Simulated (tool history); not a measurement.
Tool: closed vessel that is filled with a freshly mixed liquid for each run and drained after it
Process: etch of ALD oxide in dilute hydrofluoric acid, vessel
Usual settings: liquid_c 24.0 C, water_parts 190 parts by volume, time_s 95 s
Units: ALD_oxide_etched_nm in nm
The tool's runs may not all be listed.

run	hour	liquid_c	water_parts	time_s	read-back film thickness of the ALD oxide reference wafer, read on the same gauge (nm)	ALD_oxide_etched_nm
1	0.0	24.0	190	95	50.015	4.267
2	8.7	24.0	190	95	50.010	4.292
3	57.6	24.0	190	75	49.984	3.349
4	66.4	24.0	190	95	50.040	4.254
5	81.3	24.0	190	95	49.965	4.260
6	110.1	24.0	190	95	50.012	4.299
7	127.4	24.0	190	95	50.008	4.285
8	133.8	24.0	190	95	49.960	4.287
9	183.1	22.5	190	70	49.948	2.944
10	196.3	24.0	190	60	50.031	2.661
11	211.2	24.0	190	60	49.993	2.688
12	218.0	27.0	170	95	50.003	5.380
# hour 229.4: thermometer replaced
# hour 232.3: hydrofluoric acid flow meter replaced
13	235.2	27.0	170	95	50.020	5.912
14	257.4	27.0	170	95	50.009	5.958
15	270.2	24.0	190	95	50.023	4.692
16	287.3	24.0	190	95	50.026	4.605
17	294.1	24.0	190	130	49.986	6.473
18	310.8	27.5	100	75	50.042	8.884
19	318.1	19.5	190	60	50.000	2.473
20	334.1	24.0	190	95	49.992	4.680

Forecast run 21:
21	341.3	24.0	280	45	?	?

Run 21 gave read-back film thickness of the ALD oxide reference wafer, read on the same gauge (nm) 49.968, ALD_oxide_etched_nm 1.357 nm.
Without the tool's hidden state the same run would have given ALD_oxide_etched_nm 1.367 nm.

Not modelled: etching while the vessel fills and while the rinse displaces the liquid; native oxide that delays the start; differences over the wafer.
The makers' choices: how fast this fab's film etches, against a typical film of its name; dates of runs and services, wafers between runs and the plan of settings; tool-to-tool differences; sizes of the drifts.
